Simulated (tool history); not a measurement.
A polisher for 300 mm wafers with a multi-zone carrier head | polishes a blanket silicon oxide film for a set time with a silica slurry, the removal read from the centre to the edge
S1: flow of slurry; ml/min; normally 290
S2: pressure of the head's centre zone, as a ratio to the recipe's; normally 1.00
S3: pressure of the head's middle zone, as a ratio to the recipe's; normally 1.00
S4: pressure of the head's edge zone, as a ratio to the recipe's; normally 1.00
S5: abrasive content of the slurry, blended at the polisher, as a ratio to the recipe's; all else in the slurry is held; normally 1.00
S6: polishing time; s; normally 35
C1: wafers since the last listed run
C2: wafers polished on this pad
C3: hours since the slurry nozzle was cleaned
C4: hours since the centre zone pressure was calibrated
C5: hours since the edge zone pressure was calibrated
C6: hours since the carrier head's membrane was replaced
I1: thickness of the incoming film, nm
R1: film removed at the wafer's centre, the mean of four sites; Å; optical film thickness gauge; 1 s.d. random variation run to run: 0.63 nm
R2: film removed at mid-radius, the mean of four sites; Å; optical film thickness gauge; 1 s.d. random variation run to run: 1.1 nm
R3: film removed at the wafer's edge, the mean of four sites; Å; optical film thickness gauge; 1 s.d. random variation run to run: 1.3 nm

Run 1, hour 0.0: usual settings; C1 0; C2 3275; C3 606.2; C4 368.5; C5 270.8; C6 1234.3; I1 1128.9. Result: R1 998 Å, R2 1000 Å, R3 987 Å.
Run 2, hour 46.0: usual settings but S1 325 ml/min; C1 556; C2 3831; C3 652.2; C4 414.5; C5 316.8; C6 1280.3; I1 1123.6. Result: R1 993 Å, R2 1004 Å, R3 993 Å.
Run 3, hour 90.0: usual settings but S1 325 ml/min; C1 532; C2 4363; C3 696.2; C4 458.5; C5 360.8; C6 1324.3; I1 1105.7. Result: R1 989 Å, R2 1037 Å, R3 1006 Å.
At hour 97.7: worn pad replaced by a new one.
At hour 101.0: edge zone pressure recalibrated.
At hour 109.5: slurry nozzle cleaned.
At hour 110.8: carrier head's membrane replaced by a new one.
Run 4, hour 144.1: usual settings but S1 325 ml/min; C1 554; C2 509; C3 34.6; C4 512.6; C5 43.1; C6 33.3; I1 1109.1. Result: R1 999 Å, R2 1034 Å, R3 1019 Å.
Run 5, hour 268.3: usual settings; C1 1502; C2 2011; C3 158.8; C4 636.8; C5 167.3; C6 157.5; I1 1116.2. Result: R1 994 Å, R2 1002 Å, R3 1008 Å.
Run 6, hour 293.1: usual settings; C1 299; C2 2311; C3 183.6; C4 661.6; C5 192.1; C6 182.3; I1 1110.0. Result: R1 998 Å, R2 1022 Å, R3 1003 Å.
Run 7, hour 354.5: usual settings; C1 742; C2 3054; C3 245.0; C4 723.0; C5 253.5; C6 243.7; I1 1125.8. Result: R1 992 Å, R2 996 Å, R3 1019 Å.
At hour 386.4: centre zone pressure recalibrated.
Run 8, hour 414.5: usual settings but S3 1.09; C1 701; C2 3755; C3 305.0; C4 28.1; C5 313.5; C6 303.7; I1 1105.7. Result: R1 997 Å, R2 1079 Å, R3 998 Å.
At hour 430.3: edge zone pressure recalibrated.
At hour 478.7: worn pad replaced by a new one.
Run 9, hour 479.2: usual settings; C1 709; C2 5; C3 369.7; C4 92.8; C5 48.9; C6 368.4; I1 1107.4. Result: R1 982 Å, R2 1019 Å, R3 980 Å.
Run 10, hour 507.7: usual settings but S1 220 ml/min, S2 0.89, S3 0.90, S5 1.15; C1 344; C2 350; C3 398.2; C4 121.3; C5 77.4; C6 396.9; I1 1097.5. Result: R1 897 Å, R2 942 Å, R3 1014 Å.
Run 11, hour 562.5: usual settings but S2 0.88, S4 1.03; C1 662; C2 1013; C3 453.0; C4 176.1; C5 132.2; C6 451.7; I1 1096.3. Result: R1 884 Å, R2 1014 Å, R3 1023 Å.
Run 12, hour 622.7: usual settings but S2 0.88, S3 1.04, S4 1.10; C1 728; C2 1741; C3 513.2; C4 236.3; C5 192.4; C6 511.9; I1 1125.6. Result: R1 883 Å, R2 1026 Å, R3 1014 Å.
Run 13, hour 666.0: usual settings but S4 0.96; C1 523; C2 2264; C3 556.5; C4 279.6; C5 235.7; C6 555.2; I1 1098.4. Result: R1 992 Å, R2 1015 Å, R3 994 Å.
At hour 718.7: slurry nozzle cleaned.
Run 14, hour 719.2: usual settings but S2 0.96, S4 1.10, S5 0.75, S6 42 s; C1 631; C2 2896; C3 0.5; C4 332.8; C5 288.9; C6 608.4; I1 1122.2. Result: R1 1053 Å, R2 1104 Å, R3 1166 Å.
Run 15, hour 770.0: usual settings but S2 1.12, S3 0.97; C1 614; C2 3510; C3 51.3; C4 383.6; C5 339.7; C6 659.2; I1 1108.3. Result: R1 1091 Å, R2 985 Å, R3 994 Å.
At hour 789.3: worn pad replaced by a new one.
Run 16, hour 822.0: usual settings but S1 235 ml/min, S2 1.07, S3 1.07, S4 0.90; C1 580; C2 395; C3 103.3; C4 435.6; C5 391.7; C6 711.2; I1 1133.5. Result: R1 1014 Å, R2 1037 Å, R3 948 Å.
At hour 827.2: edge zone pressure recalibrated.
Run 17, hour 883.1: usual settings but S1 325 ml/min; C1 714; C2 1110; C3 164.4; C4 496.7; C5 55.9; C6 772.3; I1 1121.1. Result: R1 1006 Å, R2 1009 Å, R3 1011 Å.
At hour 966.2: centre zone pressure recalibrated.
Run 18, hour 1078.5: usual settings but S3 1.07, S4 1.12; C1 2338; C2 3449; C3 359.8; C4 112.3; C5 251.3; C6 967.7; I1 1121.0. Result: R1 987 Å, R2 1056 Å, R3 1045 Å.
At hour 1108.8: worn pad replaced by a new one.
Run 19, hour 1122.2: usual settings but S1 370 ml/min, S3 1.03, S4 1.03; C1 480; C2 162; C3 403.5; C4 156.0; C5 295.0; C6 1011.4; I1 1107.8. Result: R1 1011 Å, R2 1061 Å, R3 1004 Å.
Run 20, hour 1182.8: usual settings but S1 225 ml/min, S5 1.15; C1 732; C2 895; C3 464.1; C4 216.6; C5 355.6; C6 1072.0; I1 1115.0. Result: R1 1006 Å, R2 1017 Å, R3 1014 Å.
At hour 1204.8: carrier head's membrane replaced by a new one.
At hour 1235.8: edge zone pressure recalibrated.
Run 21, hour 1245.2: usual settings; C1 670; C2 1565; C3 526.5; C4 279.0; C5 9.4; C6 40.4; I1 1124.9. Result: R1 988 Å, R2 1014 Å, R3 1005 Å.
Run 22, hour 1301.5: usual settings but S4 0.92, S6 27 s; C1 680; C2 2246; C3 582.8; C4 335.3; C5 65.7; C6 96.7; I1 1101.1. Result: R1 767 Å, R2 780 Å, R3 733 Å.

Hidden state, per run?
removal rate lost through wear of the pad, %: 0 at every run
slurry flow missing at the pad, %: 0 at every run
deviation of the centre zone's pressure from its setpoint, %: 0 at every run
deviation of the edge zone's pressure from its setpoint, %: 0 at every run

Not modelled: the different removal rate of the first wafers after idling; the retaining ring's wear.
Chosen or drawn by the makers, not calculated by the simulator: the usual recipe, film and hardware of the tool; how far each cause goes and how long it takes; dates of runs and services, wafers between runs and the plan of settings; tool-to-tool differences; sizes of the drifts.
